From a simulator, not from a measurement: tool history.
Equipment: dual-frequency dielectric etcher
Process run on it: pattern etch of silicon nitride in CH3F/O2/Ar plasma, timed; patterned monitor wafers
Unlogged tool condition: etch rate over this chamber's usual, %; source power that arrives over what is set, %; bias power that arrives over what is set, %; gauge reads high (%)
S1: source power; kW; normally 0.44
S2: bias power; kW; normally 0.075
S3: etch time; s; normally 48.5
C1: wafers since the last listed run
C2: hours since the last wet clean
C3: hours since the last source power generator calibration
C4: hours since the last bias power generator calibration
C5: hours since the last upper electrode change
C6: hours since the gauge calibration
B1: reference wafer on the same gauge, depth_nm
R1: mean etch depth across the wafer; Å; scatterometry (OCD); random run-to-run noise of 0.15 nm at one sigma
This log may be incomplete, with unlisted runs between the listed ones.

run,hour,S1,S2,S3,C1,C2,C3,C4,C5,C6,B1,R1
1,0,0.44,0.075,39,0,415.3,3398.4,4293.1,4257.4,192.6,42,300.2
# hour 7.3: gauge calibrated
2,10.9,0.44,0.075,48.5,180,426.2,3409.3,4304,4268.3,3.6,41.98,374.9
3,19,0.44,0.075,48.5,134,434.3,3417.4,4312.1,4276.4,11.7,42.01,370.6
4,27.2,0.44,0.075,48.5,136,442.5,3425.6,4320.3,4284.6,19.9,42,374.5
5,33.7,0.44,0.075,48.5,107,449,3432.1,4326.8,4291.1,26.4,42.01,371.8
6,50.3,0.44,0.075,48.5,275,465.6,3448.7,4343.4,4307.7,43,42.02,373.5
7,66.4,0.5,0.075,59.5,267,481.7,3464.8,4359.5,4323.8,59.1,41.95,493
# hour 96: upper electrode replaced
# hour 99.9: bias power generator calibrated
8,100.4,0.5,0.075,59.5,101,515.7,3498.8,0.5,4.4,93.1,42,493.2
9,100.7,0.44,0.075,48.5,4,516,3499.1,0.8,4.7,93.4,42.01,372
# hour 115.5: source power generator calibrated
10,116,0.44,0.075,48.5,187,531.3,0.5,16.1,20,108.7,42.02,372.6
# hour 145.5: wet clean of the chamber
11,146,0.35,0.063,48.5,99,0.5,30.5,46.1,50,138.7,41.99,296.3
12,146.4,0.53,0.064,57,6,0.9,30.9,46.5,50.4,139.1,41.97,456.2
13,148.9,0.44,0.075,48.5,41,3.4,33.4,49,52.9,141.6,42,370.7
14,157.4,0.44,0.075,48.5,141,11.9,41.9,57.5,61.4,150.1,41.99,374.3
# hour 168.6: gauge calibrated
15,169,0.54,0.075,35.5,192,23.5,53.5,69.1,73,0.4,41.99,308.8
16,181.6,0.44,0.075,48.5,209,36.1,66.1,81.7,85.6,13,41.99,371.5
17,197.9,0.33,0.092,48.5,270,52.4,82.4,98,101.9,29.3,42.06,334.7
18,210.3,0.53,0.075,48.5,205,64.8,94.8,110.4,114.3,41.7,41.97,412.4
19,217.8,0.44,0.059,53,124,72.3,102.3,117.9,121.8,49.2,42.06,367.5
20,226.8,0.44,0.075,48.5,149,81.3,111.3,126.9,130.8,58.2,42.04,369.8
21,241.1,0.44,0.075,60,237,95.6,125.6,141.2,145.1,72.5,41.97,461.6

Predict each of these 4 candidate next runs independently; none follows another, all start after run 21:
A,241.5,0.44,0.092,48.5,6,96,126,141.6,145.5,72.9,?,?
B,241.5,0.54,0.087,39.5,6,96,126,141.6,145.5,72.9,?,?
C,241.5,0.44,0.087,53.5,6,96,126,141.6,145.5,72.9,?,?
D,241.5,0.51,0.068,43,6,96,126,141.6,145.5,72.9,?,?

run,B1,R1
A,42.01,406.2
B,42.01,363.1
C,42.01,437.6
D,42.01,345.9
Take away the tool's hidden state, keep each run's random variation, and the runs would have read:
run,R1
A,406.2
B,363.1
C,437.6
D,345.9
